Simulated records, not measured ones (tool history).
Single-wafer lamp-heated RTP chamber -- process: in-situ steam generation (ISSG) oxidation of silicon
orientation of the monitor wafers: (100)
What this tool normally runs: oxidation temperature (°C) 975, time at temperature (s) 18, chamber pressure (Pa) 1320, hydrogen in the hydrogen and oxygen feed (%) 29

run	hour	oxidation temperature (°C)	time at temperature (s)	chamber pressure (Pa)	hydrogen in the hydrogen and oxygen feed (%)	read-back reference wafer on the same gauge, thickness	oxide thickness on the monitor wafer (angstrom)
1	0	975	16	1320	29	5.702	48.21
2	6.6	975	16	1320	29	5.71	47.51
3	18.3	975	16	1320	29	5.714	47.98
# hour 26.4: hydrogen flow controller replaced
4	26.9	975	18	1320	29	5.726	50.43
5	37.1	975	18	1320	29	5.709	50.72
6	48.8	975	18	1320	29	5.712	50.59
7	65	975	18	1320	29	5.712	50.95
8	73.1	975	18	1320	29	5.721	50.34
9	81.1	975	18	1320	29	5.719	50.67
# hour 97.2: gauge calibrated
10	97.9	975	18	1320	29	5.702	50.84
11	107.4	975	12	1227	29	5.717	43.73
12	124.8	963	13	1360	21	5.718	39.26
13	137.6	975	23	1360	29	5.703	55.93
14	148.4	964	25	1360	20	5.703	51.96
15	159.1	975	14	1320	29	5.711	45.98
16	172.7	975	11	1320	29	5.712	41.8
# hour 186.8: pressure gauge zeroed
17	187.3	984	18	1320	24	5.716	50.82
18	198.7	975	22	1200	32	5.702	58.26
19	206.1	975	18	1320	29	5.708	51.22
20	221	992	15	1360	26	5.714	49.02
# hour 237.7: pyrometer window cleaned and pyrometer calibrated
21	238.2	975	12	1320	29	5.71	41.86
22	249.1	975	24	1360	21	5.708	52.78
23	261.1	964	25	1360	32	5.709	56.15
24	271.9	975	18	1320	29	5.701	49.71
25	289.5	975	13	1320	29	5.706	43.74
26	298.7	975	18	1320	29	5.709	50.07
27	307.2	975	18	1360	32	5.716	50.75
28	316.4	975	16	1173	32	5.711	49.79
29	322.9	984	11	1320	29	5.71	41.95
30	336.2	991	20	1360	29	5.696	54.83
31	350.7	965	15	1320	32	5.705	46.16

Below, some changes in oxide thickness on the monitor wafer (angstrom) between adjacent runs. For each, the amount present without the hidden state too (settings, incoming material, random variation) and the amount remaining for the hidden state with gauge scatter not shared by both compared results:
Hidden state present: true wafer temperature minus pyrometer reading, K; true pressure minus gauge reading, Torr; deviation of the hydrogen flow from its setpoint, %; gauge reads high (%).
Run 12 -> 13: oxidation temperature (°C) 963 -> 975, time at temperature (s) 13 -> 23, hydrogen in the hydrogen and oxygen feed (%) 21 -> 29. oxide thickness on the monitor wafer (angstrom) +16.67: hidden state +0.68, all else +15.99.
Run 16 -> 17: oxidation temperature (°C) 975 -> 984, time at temperature (s) 11 -> 18, hydrogen in the hydrogen and oxygen feed (%) 29 -> 24, pressure gauge zeroed. oxide thickness on the monitor wafer (angstrom) +9.02: hidden state +0.6, all else +8.42.
Run 20 -> 21: oxidation temperature (°C) 992 -> 975, time at temperature (s) 15 -> 12, chamber pressure (Pa) 1360 -> 1320, hydrogen in the hydrogen and oxygen feed (%) 26 -> 29, pyrometer window cleaned and pyrometer calibrated. oxide thickness on the monitor wafer (angstrom) -7.16: hidden state -1.61, all else -5.55.
Run 21 -> 22: time at temperature (s) 12 -> 24, chamber pressure (Pa) 1320 -> 1360, hydrogen in the hydrogen and oxygen feed (%) 29 -> 21. oxide thickness on the monitor wafer (angstrom) +10.92: hidden state +0.04, all else +10.88.
Run 29 -> 30: oxidation temperature (°C) 984 -> 991, time at temperature (s) 11 -> 20, chamber pressure (Pa) 1320 -> 1360. oxide thickness on the monitor wafer (angstrom) +12.88: hidden state +0.09, all else +12.79.

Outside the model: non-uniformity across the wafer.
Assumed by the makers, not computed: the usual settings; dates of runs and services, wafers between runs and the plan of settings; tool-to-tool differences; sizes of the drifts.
